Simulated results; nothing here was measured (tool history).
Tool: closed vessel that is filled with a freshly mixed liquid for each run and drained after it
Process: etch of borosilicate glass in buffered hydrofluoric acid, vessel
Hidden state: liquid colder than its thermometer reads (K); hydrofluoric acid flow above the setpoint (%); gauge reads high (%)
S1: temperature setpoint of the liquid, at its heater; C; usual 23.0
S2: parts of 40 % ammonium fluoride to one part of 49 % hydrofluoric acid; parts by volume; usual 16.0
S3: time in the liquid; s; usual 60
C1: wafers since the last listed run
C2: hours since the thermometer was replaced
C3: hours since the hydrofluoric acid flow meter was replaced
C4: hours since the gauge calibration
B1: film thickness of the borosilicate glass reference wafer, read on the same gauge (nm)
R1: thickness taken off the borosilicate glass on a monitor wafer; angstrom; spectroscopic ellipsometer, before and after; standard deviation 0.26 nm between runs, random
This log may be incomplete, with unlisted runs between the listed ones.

run 1 day=0.000 | S1=23.0 S2=19.0 S3=60 | C1=0 C2=874.4 C3=942.9 C4=342.8 | B1=80.48 | R1=410.4
run 2 day=0.583 | S1=23.0 S2=19.0 S3=60 | C1=1184 C2=888.4 C3=956.9 C4=356.8 | B1=80.54 | R1=409.5
run 3 day=1.146 | S1=23.0 S2=16.0 S3=80 | C1=1142 C2=901.9 C3=970.4 C4=370.3 | B1=80.67 | R1=649.1
run 4 day=2.371 | S1=23.0 S2=16.0 S3=60 | C1=2487 C2=931.3 C3=999.8 C4=399.7 | B1=80.78 | R1=484.9
run 5 day=3.562 | S1=23.0 S2=16.0 S3=60 | C1=2420 C2=959.9 C3=1028.4 C4=428.3 | B1=80.85 | R1=490.2
run 6 day=4.817 | S1=26.5 S2=16.0 S3=30 | C1=2546 C2=990.0 C3=1058.5 C4=458.4 | B1=80.98 | R1=292.8
-- day=6.008 thermometer replaced
run 7 day=6.075 | S1=23.0 S2=16.0 S3=60 | C1=2470 C2=1.6 C3=1088.7 C4=488.6 | B1=81.19 | R1=491.4
run 8 day=7.517 | S1=23.0 S2=16.0 S3=60 | C1=2927 C2=36.2 C3=1123.3 C4=523.2 | B1=81.36 | R1=485.4
run 9 day=8.304 | S1=23.0 S2=16.0 S3=60 | C1=1599 C2=55.1 C3=1142.2 C4=542.1 | B1=81.47 | R1=492.6
-- day=9.133 hydrofluoric acid flow meter replaced
run 10 day=9.529 | S1=23.0 S2=16.0 S3=85 | C1=2403 C2=84.5 C3=9.5 C4=571.5 | B1=81.57 | R1=698.7
run 11 day=10.900 | S1=25.5 S2=16.0 S3=30 | C1=2783 C2=117.4 C3=42.4 C4=604.4 | B1=81.76 | R1=279.4
run 12 day=11.979 | S1=19.0 S2=16.0 S3=95 | C1=2191 C2=143.3 C3=68.3 C4=630.3 | B1=81.91 | R1=633.1
-- day=12.483 gauge calibrated
run 13 day=13.375 | S1=20.0 S2=12.0 S3=35 | C1=2834 C2=176.8 C3=101.8 C4=21.4 | B1=79.83 | R1=317.6
run 14 day=15.088 | S1=27.0 S2=16.0 S3=60 | C1=3477 C2=217.9 C3=142.9 C4=62.5 | B1=79.85 | R1=593.8
run 15 day=16.362 | S1=19.0 S2=13.5 S3=50 | C1=2589 C2=248.5 C3=173.5 C4=93.1 | B1=79.91 | R1=381.7
run 16 day=17.804 | S1=27.5 S2=20.5 S3=60 | C1=2927 C2=283.1 C3=208.1 C4=127.7 | B1=79.90 | R1=484.2
run 17 day=18.650 | S1=23.0 S2=16.0 S3=60 | C1=1717 C2=303.4 C3=228.4 C4=148.0 | B1=79.98 | R1=485.8
run 18 day=19.300 | S1=26.0 S2=19.5 S3=60 | C1=1320 C2=319.0 C3=244.0 C4=163.6 | B1=79.98 | R1=459.9

Forecast run 19:
run 19 day=19.883 | S1=23.0 S2=16.0 S3=70 | C1=1184 C2=333.0 C3=258.0 C4=177.6 | B1=? | R1=?

B1: 79.99
R1: 557.9 angstrom
The same run, on a tool lacking any hidden state, would have yielded R1 557.9 angstrom.
